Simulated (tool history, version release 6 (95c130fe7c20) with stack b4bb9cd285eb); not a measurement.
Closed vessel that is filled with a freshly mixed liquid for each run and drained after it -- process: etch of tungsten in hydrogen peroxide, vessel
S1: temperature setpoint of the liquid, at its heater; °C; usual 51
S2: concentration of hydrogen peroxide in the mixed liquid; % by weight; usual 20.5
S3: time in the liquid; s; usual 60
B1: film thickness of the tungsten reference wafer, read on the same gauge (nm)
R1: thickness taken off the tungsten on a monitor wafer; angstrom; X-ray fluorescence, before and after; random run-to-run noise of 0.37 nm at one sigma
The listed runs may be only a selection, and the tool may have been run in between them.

run 1 hour=0 | S1=51 S2=20.5 S3=60 | B1=109.95 | R1=901.7
run 2 hour=14.8 | S1=51 S2=20.5 S3=60 | B1=109.99 | R1=905.5
run 3 hour=67.3 | S1=51 S2=20.5 S3=60 | B1=110 | R1=893.2
run 4 hour=74.3 | S1=51 S2=20.5 S3=60 | B1=109.98 | R1=892.1
run 5 hour=81.6 | S1=51 S2=20.5 S3=60 | B1=109.98 | R1=898.6
run 6 hour=96.3 | S1=51 S2=20.5 S3=60 | B1=110.02 | R1=892
run 7 hour=104.2 | S1=57 S2=20.5 S3=60 | B1=109.99 | R1=1284.1
run 8 hour=116.4 | S1=51 S2=17 S3=60 | B1=109.97 | R1=815.5
run 9 hour=129.5 | S1=51 S2=17 S3=60 | B1=110 | R1=816.2
-- hour=135.4 new drum of peroxide connected
run 10 hour=145.2 | S1=51 S2=17 S3=60 | B1=110.02 | R1=844.3
-- hour=155.3 thermometer replaced
run 11 hour=160.5 | S1=45 S2=17.5 S3=70 | B1=110.01 | R1=691
run 12 hour=168.3 | S1=51 S2=15.5 S3=90 | B1=109.99 | R1=1205.2
-- hour=170.5 gauge calibrated
run 13 hour=179.9 | S1=51 S2=24 S3=60 | B1=110 | R1=999.8
run 14 hour=195.6 | S1=58 S2=20.5 S3=60 | B1=109.97 | R1=1393.5
run 15 hour=206.2 | S1=42.5 S2=25.5 S3=60 | B1=109.98 | R1=604.9
-- hour=208.5 peroxide flow meter replaced
run 16 hour=223.9 | S1=51 S2=20.5 S3=60 | B1=109.99 | R1=916.4
run 17 hour=235 | S1=45.5 S2=16.5 S3=60 | B1=110.07 | R1=586.3
run 18 hour=252.1 | S1=51 S2=22.5 S3=60 | B1=109.95 | R1=958.1
run 19 hour=264.8 | S1=46.5 S2=24.5 S3=90 | B1=110.02 | R1=1142
run 20 hour=281.2 | S1=51 S2=20.5 S3=60 | B1=109.96 | R1=910.5
run 21 hour=293.3 | S1=51 S2=16.5 S3=60 | B1=110.02 | R1=824.4

Each row is a separate what-if for the run after 21, all from the same tool condition, not one after another. Results?
run A hour=294 | S1=51 S2=20.5 S3=60 | B1=? | R1=?
run B hour=294 | S1=51 S2=20.5 S3=45 | B1=? | R1=?
run C hour=294 | S1=47.5 S2=18.5 S3=85 | B1=? | R1=?
run D hour=294 | S1=58.5 S2=20.5 S3=75 | B1=? | R1=?

run=A B1=109.96 R1=906.9
run=B B1=109.96 R1=680.1
run=C B1=109.96 R1=984.4
run=D B1=109.96 R1=1769.4
With the hidden condition removed and each run's random variation left untouched, the same runs would have given:
run=A R1=922.2
run=B R1=691.7
run=C R1=1001.1
run=D R1=1799.4

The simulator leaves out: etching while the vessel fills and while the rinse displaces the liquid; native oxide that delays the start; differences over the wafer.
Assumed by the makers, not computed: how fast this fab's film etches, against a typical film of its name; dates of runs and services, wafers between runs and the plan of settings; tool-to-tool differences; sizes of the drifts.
